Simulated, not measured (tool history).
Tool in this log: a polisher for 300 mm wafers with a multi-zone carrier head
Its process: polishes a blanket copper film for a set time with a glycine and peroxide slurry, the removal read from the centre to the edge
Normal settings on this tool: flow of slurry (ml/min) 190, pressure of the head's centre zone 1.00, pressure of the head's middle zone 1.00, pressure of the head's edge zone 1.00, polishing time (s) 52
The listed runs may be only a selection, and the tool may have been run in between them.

| run | hour | flow of slurry (ml/min) | pressure of the head's centre zone | pressure of the head's middle zone | pressure of the head's edge zone | polishing time (s) | wafers since the last listed run | wafers polished on this pad | hours since the slurry nozzle was cleaned | hours since the centre zone pressure was calibrated | hours since the edge zone pressure was calibrated | hours since the carrier head's membrane was replaced | incoming thickness of the incoming film, nm | film removed at the wafer's centre (Å) | film removed at mid-radius (Å) | film removed at the wafer's edge (Å) |
|---|---|---|---|---|---|---|---|---|---|---|---|---|---|---|---|---|
| 1 | 0.0 | 190 | 1.00 | 1.07 | 1.00 | 52 | 0 | 971 | 612.8 | 576.5 | 223.2 | 230.3 | 1464.2 | 2644 | 3040 | 2916 |
| 2 | 22.9 | 190 | 1.00 | 1.00 | 0.97 | 45 | 186 | 1158 | 635.7 | 599.4 | 246.1 | 253.2 | 1453.1 | 2278 | 2457 | 2471 |
|  | 27.2 | worn pad replaced by a new one |
| 3 | 53.1 | 190 | 1.00 | 1.00 | 0.97 | 45 | 213 | 211 | 665.9 | 629.6 | 276.3 | 283.4 | 1444.5 | 2263 | 2482 | 2459 |
| 4 | 73.7 | 190 | 1.00 | 1.00 | 0.97 | 45 | 167 | 378 | 686.5 | 650.2 | 296.9 | 304.0 | 1430.1 | 2199 | 2433 | 2466 |
| 5 | 94.0 | 190 | 1.00 | 1.00 | 1.04 | 41 | 165 | 544 | 706.8 | 670.5 | 317.2 | 324.3 | 1432.1 | 2071 | 2196 | 2320 |
| 6 | 109.8 | 190 | 1.00 | 1.00 | 1.06 | 52 | 128 | 672 | 722.6 | 686.3 | 333.0 | 340.1 | 1452.0 | 2515 | 2777 | 2951 |
|  | 120.8 | slurry nozzle cleaned |
| 7 | 140.3 | 235 | 1.00 | 1.00 | 1.00 | 52 | 240 | 913 | 19.5 | 716.8 | 363.5 | 370.6 | 1452.4 | 2903 | 3088 | 3137 |
| 8 | 157.3 | 235 | 1.00 | 1.00 | 1.00 | 52 | 138 | 1051 | 36.5 | 733.8 | 380.5 | 387.6 | 1445.4 | 2843 | 3119 | 3125 |
|  | 181.0 | worn pad replaced by a new one |
| 9 | 186.8 | 190 | 1.00 | 1.06 | 1.00 | 37 | 207 | 47 | 66.0 | 763.3 | 410.0 | 417.1 | 1445.5 | 1935 | 2284 | 2130 |
| 10 | 214.9 | 190 | 1.00 | 1.06 | 1.00 | 37 | 228 | 276 | 94.1 | 791.4 | 438.1 | 445.2 | 1429.7 | 1919 | 2249 | 2125 |
|  | 229.9 | edge zone pressure recalibrated |
| 11 | 246.9 | 190 | 1.00 | 1.00 | 1.00 | 52 | 244 | 520 | 126.1 | 823.4 | 17.0 | 477.2 | 1437.3 | 2704 | 3074 | 3018 |
|  | 265.4 | centre zone pressure recalibrated |
| 12 | 278.9 | 190 | 1.00 | 1.00 | 1.00 | 52 | 244 | 764 | 158.1 | 13.5 | 49.0 | 509.2 | 1446.2 | 2907 | 2987 | 3028 |
|  | 293.1 | carrier head's membrane replaced by a new one |
| 13 | 296.5 | 190 | 1.07 | 1.00 | 1.00 | 52 | 102 | 867 | 175.7 | 31.1 | 66.6 | 3.4 | 1441.6 | 3051 | 2959 | 3082 |
| 14 | 325.4 | 190 | 0.94 | 1.00 | 1.12 | 52 | 235 | 1102 | 204.6 | 60.0 | 95.5 | 32.3 | 1451.4 | 2805 | 3006 | 3183 |
|  | 332.5 | worn pad replaced by a new one |
| 15 | 355.0 | 190 | 1.00 | 0.92 | 1.04 | 62 | 208 | 183 | 234.2 | 89.6 | 125.1 | 61.9 | 1437.7 | 3451 | 3304 | 3664 |
| 16 | 379.0 | 190 | 1.00 | 1.00 | 0.96 | 52 | 195 | 378 | 258.2 | 113.6 | 149.1 | 85.9 | 1422.2 | 2921 | 2961 | 2971 |

Alternative continuations, all from the tool just after run 16; predict every row:
| A | 379.4 | 190 | 1.00 | 1.00 | 1.00 | 41 | 3 | 381 | 258.6 | 114.0 | 149.5 | 86.3 | 1460.9 | ? | ? | ? |
| B | 379.4 | 155 | 0.90 | 1.00 | 1.00 | 52 | 3 | 381 | 258.6 | 114.0 | 149.5 | 86.3 | 1460.9 | ? | ? | ? |
| C | 379.4 | 190 | 1.00 | 0.92 | 0.93 | 37 | 3 | 381 | 258.6 | 114.0 | 149.5 | 86.3 | 1460.9 | ? | ? | ? |

| run | film removed at the wafer's centre (Å) | film removed at mid-radius (Å) | film removed at the wafer's edge (Å) |
|---|---|---|---|
| A | 2246 | 2358 | 2421 |
| B | 2493 | 2868 | 2978 |
| C | 2026 | 1986 | 2113 |
Without the tool's unlogged condition, the same runs would have read:
| run | film removed at the wafer's centre (Å) | film removed at mid-radius (Å) | film removed at the wafer's edge (Å) |
|---|---|---|---|
| A | 2302 | 2393 | 2448 |
| B | 2566 | 2921 | 3018 |
| C | 2076 | 2016 | 2136 |
